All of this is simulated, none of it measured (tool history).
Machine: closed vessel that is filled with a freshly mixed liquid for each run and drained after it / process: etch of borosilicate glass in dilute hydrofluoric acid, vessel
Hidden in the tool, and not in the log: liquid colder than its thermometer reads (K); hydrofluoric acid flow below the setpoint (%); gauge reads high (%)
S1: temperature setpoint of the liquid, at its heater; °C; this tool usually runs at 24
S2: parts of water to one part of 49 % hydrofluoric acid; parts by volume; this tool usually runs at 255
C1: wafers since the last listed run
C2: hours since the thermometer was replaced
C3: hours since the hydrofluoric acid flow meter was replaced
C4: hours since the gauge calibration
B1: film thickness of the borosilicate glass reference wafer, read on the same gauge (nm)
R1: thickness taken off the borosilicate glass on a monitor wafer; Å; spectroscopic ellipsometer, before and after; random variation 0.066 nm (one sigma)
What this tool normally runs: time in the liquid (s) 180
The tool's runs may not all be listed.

{"run": 1, "hour": 0.0, "S1": 24, "S2": 190, "time in the liquid (s)": 180, "C1": 0, "C2": 1465, "C3": 1756.9, "C4": 474.3, "B1": 129.97, "R1": 234.8}
{"run": 2, "hour": 12.8, "S1": 24, "S2": 190, "time in the liquid (s)": 180, "C1": 1559, "C2": 1477.8, "C3": 1769.7, "C4": 487.1, "B1": 130.03, "R1": 234.7}
{"run": 3, "hour": 20.2, "S1": 22.5, "S2": 255, "time in the liquid (s)": 180, "C1": 901, "C2": 1485.2, "C3": 1777.1, "C4": 494.5, "B1": 130.01, "R1": 154.2}
{"run": 4, "hour": 28.5, "S1": 22.5, "S2": 255, "time in the liquid (s)": 180, "C1": 1010, "C2": 1493.5, "C3": 1785.4, "C4": 502.8, "B1": 129.99, "R1": 154.5}
{"run": 5, "hour": 41.9, "S1": 22.5, "S2": 255, "time in the liquid (s)": 180, "C1": 1632, "C2": 1506.9, "C3": 1798.8, "C4": 516.2, "B1": 130.01, "R1": 152.7}
{"run": 6, "hour": 88.1, "S1": 24, "S2": 255, "time in the liquid (s)": 180, "C1": 5627, "C2": 1553.1, "C3": 1845, "C4": 562.4, "B1": 130.01, "R1": 161.4}
{"run": 7, "hour": 101.5, "S1": 24, "S2": 255, "time in the liquid (s)": 180, "C1": 1632, "C2": 1566.5, "C3": 1858.4, "C4": 575.8, "B1": 130.02, "R1": 160.3}
{"run": 8, "hour": 118.4, "S1": 24, "S2": 255, "time in the liquid (s)": 180, "C1": 2058, "C2": 1583.4, "C3": 1875.3, "C4": 592.7, "B1": 130.01, "R1": 161.4}
{"run": 9, "hour": 132.7, "S1": 24, "S2": 255, "time in the liquid (s)": 180, "C1": 1741, "C2": 1597.7, "C3": 1889.6, "C4": 607, "B1": 129.93, "R1": 160.7}
{"run": 10, "hour": 140.9, "S1": 24, "S2": 255, "time in the liquid (s)": 180, "C1": 998, "C2": 1605.9, "C3": 1897.8, "C4": 615.2, "B1": 130.01, "R1": 160.6}
{"hour": 169.6, "done": "gauge calibrated"}
{"hour": 185.7, "done": "hydrofluoric acid flow meter replaced"}
{"run": 11, "hour": 187.2, "S1": 24, "S2": 185, "time in the liquid (s)": 180, "C1": 5517, "C2": 1652.2, "C3": 1.5, "C4": 17.6, "B1": 130.05, "R1": 223.5}
{"run": 12, "hour": 215.7, "S1": 24, "S2": 185, "time in the liquid (s)": 180, "C1": 3471, "C2": 1680.7, "C3": 30, "C4": 46.1, "B1": 130.04, "R1": 222.1}
{"run": 13, "hour": 227.8, "S1": 24, "S2": 255, "time in the liquid (s)": 180, "C1": 1473, "C2": 1692.8, "C3": 42.1, "C4": 58.2, "B1": 129.99, "R1": 148}
{"hour": 234.3, "done": "thermometer replaced"}
{"run": 14, "hour": 241.3, "S1": 26, "S2": 365, "time in the liquid (s)": 180, "C1": 1522, "C2": 7, "C3": 55.6, "C4": 71.7, "B1": 129.95, "R1": 98.2}
{"run": 15, "hour": 256.6, "S1": 26.5, "S2": 255, "time in the liquid (s)": 180, "C1": 1863, "C2": 22.3, "C3": 70.9, "C4": 87, "B1": 130.03, "R1": 161.8}
{"run": 16, "hour": 263.6, "S1": 28, "S2": 310, "time in the liquid (s)": 135, "C1": 852, "C2": 29.3, "C3": 77.9, "C4": 94, "B1": 129.98, "R1": 98.2}
{"run": 17, "hour": 276.0, "S1": 20.5, "S2": 345, "time in the liquid (s)": 180, "C1": 1510, "C2": 41.7, "C3": 90.3, "C4": 106.4, "B1": 130.06, "R1": 88.2}
{"run": 18, "hour": 284.0, "S1": 24, "S2": 255, "time in the liquid (s)": 180, "C1": 974, "C2": 49.7, "C3": 98.3, "C4": 114.4, "B1": 130, "R1": 147.7}
{"hour": 313.1, "done": "hydrofluoric acid flow meter replaced, repeated, since the last time left the tool worse"}
{"run": 19, "hour": 328.9, "S1": 24, "S2": 255, "time in the liquid (s)": 110, "C1": 5347, "C2": 94.6, "C3": 15.8, "C4": 159.3, "B1": 129.99, "R1": 111.2}
{"run": 20, "hour": 342.6, "S1": 27, "S2": 385, "time in the liquid (s)": 260, "C1": 1668, "C2": 108.3, "C3": 29.5, "C4": 173, "B1": 129.98, "R1": 169.3}
{"run": 21, "hour": 350.5, "S1": 24, "S2": 255, "time in the liquid (s)": 210, "C1": 962, "C2": 116.2, "C3": 37.4, "C4": 180.9, "B1": 129.99, "R1": 210.7}
{"run": 22, "hour": 366.3, "S1": 24, "S2": 255, "time in the liquid (s)": 180, "C1": 1924, "C2": 132, "C3": 53.2, "C4": 196.7, "B1": 129.98, "R1": 182}
{"run": 23, "hour": 372.5, "S1": 22.5, "S2": 255, "time in the liquid (s)": 180, "C1": 755, "C2": 138.2, "C3": 59.4, "C4": 202.9, "B1": 130.04, "R1": 172.2}
{"run": 24, "hour": 388.4, "S1": 24, "S2": 255, "time in the liquid (s)": 180, "C1": 1936, "C2": 154.1, "C3": 75.3, "C4": 218.8, "B1": 129.96, "R1": 182.6}

Forecast run 25:
{"run": 25, "hour": 398.1, "S1": 20, "S2": 220, "time in the liquid (s)": 180, "C1": 1181, "C2": 163.8, "C3": 85, "C4": 228.5, "B1": "?", "R1": "?"}

{"run 25": {"B1": 130.01, "R1": 188.1}}
Had the tool carried no hidden state, the very same run would have given R1 189.5 Å.
